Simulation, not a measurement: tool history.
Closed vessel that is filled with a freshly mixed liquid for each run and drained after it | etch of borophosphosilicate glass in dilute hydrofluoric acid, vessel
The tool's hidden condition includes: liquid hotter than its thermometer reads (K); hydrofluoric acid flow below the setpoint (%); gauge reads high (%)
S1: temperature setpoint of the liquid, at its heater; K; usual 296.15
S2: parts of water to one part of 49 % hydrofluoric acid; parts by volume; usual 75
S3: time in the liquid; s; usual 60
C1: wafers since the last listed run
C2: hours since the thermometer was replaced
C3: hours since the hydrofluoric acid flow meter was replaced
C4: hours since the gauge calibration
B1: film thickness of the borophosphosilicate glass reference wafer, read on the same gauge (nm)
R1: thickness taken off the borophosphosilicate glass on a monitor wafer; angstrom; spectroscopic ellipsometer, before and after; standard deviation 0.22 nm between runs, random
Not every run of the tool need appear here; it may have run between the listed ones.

run 1 hour=0 | S1=296.15 S2=75 S3=60 | C1=0 C2=2530.7 C3=671.3 C4=110.3 | B1=70 | R1=312.7
run 2 hour=50.1 | S1=296.15 S2=75 S3=60 | C1=3139 C2=2580.8 C3=721.4 C4=160.4 | B1=70.01 | R1=313.5
run 3 hour=86.2 | S1=296.15 S2=75 S3=60 | C1=2262 C2=2616.9 C3=757.5 C4=196.5 | B1=69.97 | R1=315.3
run 4 hour=137.2 | S1=296.15 S2=75 S3=60 | C1=3196 C2=2667.9 C3=808.5 C4=247.5 | B1=69.98 | R1=312.9
-- hour=184.1 thermometer replaced
run 5 hour=204.5 | S1=296.15 S2=75 S3=60 | C1=4155 C2=20.4 C3=875.8 C4=314.8 | B1=69.98 | R1=288.5
run 6 hour=232 | S1=296.15 S2=75 S3=85 | C1=1723 C2=47.9 C3=903.3 C4=342.3 | B1=70.02 | R1=411.7
run 7 hour=276.5 | S1=296.15 S2=75 S3=85 | C1=2788 C2=92.4 C3=947.8 C4=386.8 | B1=70.01 | R1=414.6
-- hour=279.9 hydrofluoric acid flow meter replaced
run 8 hour=331.1 | S1=296.15 S2=75 S3=85 | C1=3359 C2=147 C3=51.2 C4=441.4 | B1=70.01 | R1=410.2
run 9 hour=362.4 | S1=296.15 S2=75 S3=60 | C1=1961 C2=178.3 C3=82.5 C4=472.7 | B1=70.01 | R1=289.8
run 10 hour=404.4 | S1=292.65 S2=45 S3=85 | C1=2632 C2=220.3 C3=124.5 C4=514.7 | B1=69.99 | R1=624.9
run 11 hour=437.7 | S1=296.15 S2=95 S3=60 | C1=2087 C2=253.6 C3=157.8 C4=548 | B1=69.99 | R1=221.6
run 12 hour=508.5 | S1=296.15 S2=75 S3=95 | C1=4437 C2=324.4 C3=228.6 C4=618.8 | B1=69.99 | R1=469.3
run 13 hour=573.2 | S1=296.15 S2=75 S3=60 | C1=4054 C2=389.1 C3=293.3 C4=683.5 | B1=69.99 | R1=294.2
run 14 hour=636.8 | S1=300.65 S2=75 S3=60 | C1=3986 C2=452.7 C3=356.9 C4=747.1 | B1=69.97 | R1=353.8
run 15 hour=673.2 | S1=296.15 S2=75 S3=60 | C1=2281 C2=489.1 C3=393.3 C4=783.5 | B1=70.01 | R1=296.2
run 16 hour=717.9 | S1=296.15 S2=55 S3=60 | C1=2801 C2=533.8 C3=438 C4=828.2 | B1=70.01 | R1=411.7
run 17 hour=747.2 | S1=296.15 S2=75 S3=60 | C1=1836 C2=563.1 C3=467.3 C4=857.5 | B1=69.98 | R1=296.2
run 18 hour=777.7 | S1=296.15 S2=40 S3=60 | C1=1911 C2=593.6 C3=497.8 C4=888 | B1=70.02 | R1=581.5
run 19 hour=803.5 | S1=296.15 S2=75 S3=60 | C1=1616 C2=619.4 C3=523.6 C4=913.8 | B1=69.98 | R1=295.8
run 20 hour=857.2 | S1=296.15 S2=105 S3=80 | C1=3365 C2=673.1 C3=577.3 C4=967.5 | B1=69.94 | R1=275.2
run 21 hour=900.1 | S1=296.15 S2=75 S3=60 | C1=2688 C2=716 C3=620.2 C4=1010.4 | B1=69.98 | R1=293.7
run 22 hour=945.8 | S1=300.65 S2=90 S3=60 | C1=2864 C2=761.7 C3=665.9 C4=1056.1 | B1=70.02 | R1=288.1
run 23 hour=992 | S1=291.15 S2=75 S3=60 | C1=2895 C2=807.9 C3=712.1 C4=1102.3 | B1=70.01 | R1=243.4
run 24 hour=1031.1 | S1=292.65 S2=90 S3=90 | C1=2450 C2=847 C3=751.2 C4=1141.4 | B1=70.02 | R1=319.8
run 25 hour=1075 | S1=296.15 S2=75 S3=85 | C1=2751 C2=890.9 C3=795.1 C4=1185.3 | B1=69.97 | R1=424.4
run 26 hour=1143.4 | S1=298.15 S2=90 S3=30 | C1=4286 C2=959.3 C3=863.5 C4=1253.7 | B1=70.03 | R1=134.2
run 27 hour=1189.6 | S1=296.15 S2=75 S3=60 | C1=2895 C2=1005.5 C3=909.7 C4=1299.9 | B1=69.99 | R1=302.9
run 28 hour=1216.2 | S1=299.15 S2=75 S3=60 | C1=1667 C2=1032.1 C3=936.3 C4=1326.5 | B1=69.99 | R1=332.6
run 29 hour=1250.9 | S1=292.15 S2=90 S3=60 | C1=2174 C2=1066.8 C3=971 C4=1361.2 | B1=69.99 | R1=212
run 30 hour=1312.8 | S1=296.15 S2=110 S3=60 | C1=3879 C2=1128.7 C3=1032.9 C4=1423.1 | B1=70.04 | R1=197.3
run 31 hour=1356.3 | S1=297.65 S2=45 S3=85 | C1=2726 C2=1172.2 C3=1076.4 C4=1466.6 | B1=69.97 | R1=789.1
run 32 hour=1383 | S1=292.65 S2=90 S3=90 | C1=1673 C2=1198.9 C3=1103.1 C4=1493.3 | B1=69.99 | R1=325.1
-- hour=1406 hydrofluoric acid flow meter replaced
run 33 hour=1421.2 | S1=291.15 S2=75 S3=60 | C1=2331 C2=1237.1 C3=15.2 C4=1531.5 | B1=69.98 | R1=246.2

3 options for the next run, each taken on its own from the tool as it stands now. Forecast them:
run A hour=1421.9 | S1=296.15 S2=75 S3=60 | C1=43 C2=1237.8 C3=15.9 C4=1532.2 | B1=? | R1=?
run B hour=1421.9 | S1=296.15 S2=55 S3=95 | C1=43 C2=1237.8 C3=15.9 C4=1532.2 | B1=? | R1=?
run C hour=1421.9 | S1=296.15 S2=75 S3=30 | C1=43 C2=1237.8 C3=15.9 C4=1532.2 | B1=? | R1=?

run=A B1=70.03 R1=305.2
run=B B1=70.03 R1=676.4
run=C B1=70.03 R1=152.6
Had the tool no hidden state, the same runs would have come out as:
run=A R1=290.4
run=B R1=643.1
run=C R1=145.2
